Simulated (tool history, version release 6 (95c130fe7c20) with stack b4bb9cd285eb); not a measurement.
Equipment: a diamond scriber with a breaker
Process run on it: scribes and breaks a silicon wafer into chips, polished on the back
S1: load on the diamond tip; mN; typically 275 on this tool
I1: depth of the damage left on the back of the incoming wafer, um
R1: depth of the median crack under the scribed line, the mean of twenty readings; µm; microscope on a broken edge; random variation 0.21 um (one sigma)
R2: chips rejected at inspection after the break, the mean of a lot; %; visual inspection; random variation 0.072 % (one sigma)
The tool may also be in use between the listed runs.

run	day	S1	I1	R1	R2
1	0	275	0.05	12.16	1.53
2	1.325	275	0.04	12.29	1.58
3	2.396	275	0.04	12.34	1.4
4	3.838	275	0.04	12.29	1.68
5	6.096	275	0.03	12.11	1.86
6	6.875	275	0.05	12.05	1.58
7	7.646	275	0.02	11.91	1.63
8	8.65	275	0.02	12.05	1.62
9	9.938	275	0.04	12.21	1.7
10	10.958	275	0.05	12.44	1.91
11	11.496	275	0.01	11.97	1.79
12	12.212	338	0.05	14.16	1.95
13	12.788	338	0.03	14.21	2.14
14	13.946	338	0.02	13.72	2.01
15	15.254	249	0.03	10.61	4.4
16	16.454	251	0.02	10.91	4.19
17	17.808	251	0.01	11.16	4.13
# day 18.062: load on the tip recalibrated
18	18.367	251	0.02	9.8	7.78
# day 19.342: diamond tip replaced by a new one
19	19.658	339	0.01	12.97	1.13
20	20.804	348	0.01	13.16	1.2
21	21.612	337	0.02	12.94	1.18
22	23.025	352	0.03	13.07	1.25
23	24.042	275	0.01	11.15	4.8
24	25.042	217	0.02	8.98	15.91
25	26.283	317	0.05	12.34	1.63
26	26.917	227	0.03	9.42	13.99
27	28.358	247	0.04	9.54	9.01
# day 29.754: load on the tip recalibrated, repeated, since the last time left the tool worse
28	31.475	275	0.01	12.84	0.98
29	32.504	350	0.02	15.68	5.02
30	33.212	202	0.03	9.39	8.6
31	33.788	216	0.01	10.71	6.38
32	34.642	275	0.01	12.9	1.18
33	35.725	321	0.01	14.67	2.94
34	36.321	235	0.04	11.49	3.27
35	37.342	250	0.01	11.81	1.99
36	38.504	355	0.04	16.14	5.26
37	39.996	243	0.02	11.71	2.25
38	40.567	317	0.03	14.21	2.46
39	41.504	333	0.01	14.93	3.25
40	42.321	301	0.04	13.91	1.62
41	43.675	334	0.03	15.2	3.24

For each run, the measured value with the value that run would have given without the tool's hidden condition subtracted. The run-to-run variation is shared by both, the gauge scatter possibly not:
The hidden state here: share of the diamond tip's cutting effectiveness lost through wear, %; deviation of the load on the tip from its setpoint, %.
run	R1	R2
1	-0.67	+0.31
2	-0.72	+0.35
3	-0.74	+0.33
4	-0.78	+0.42
5	-0.82	+0.53
6	-0.84	+0.46
7	-0.85	+0.49
8	-0.89	+0.51
9	-0.94	+0.56
10	-0.99	+0.66
11	-0.97	+0.63
12	-1.17	-2.04
13	-1.19	-2.31
14	-1.19	-2.26
15	-0.96	+2.39
16	-1.02	+2.33
17	-1.09	+2.35
18	-2.02	+6.09
19	-2.68	-2.92
20	-2.72	-3.96
21	-2.68	-2.82
22	-2.71	-4.42
23	-2.31	+3.64
24	-1.86	+10.47
25	-2.57	-0.92
26	-1.96	+9.83
27	-2	+6.99
28	-0.08	+0
29	-0.11	-0.26
30	-0.07	+0.35
31	-0.07	+0.31
32	-0.09	+0.01
33	-0.1	-0.2
34	-0.08	+0.2
35	-0.08	+0.14
36	-0.12	-0.32
37	-0.09	+0.16
38	-0.12	-0.2
39	-0.13	-0.25
40	-0.13	-0.13
41	-0.15	-0.28
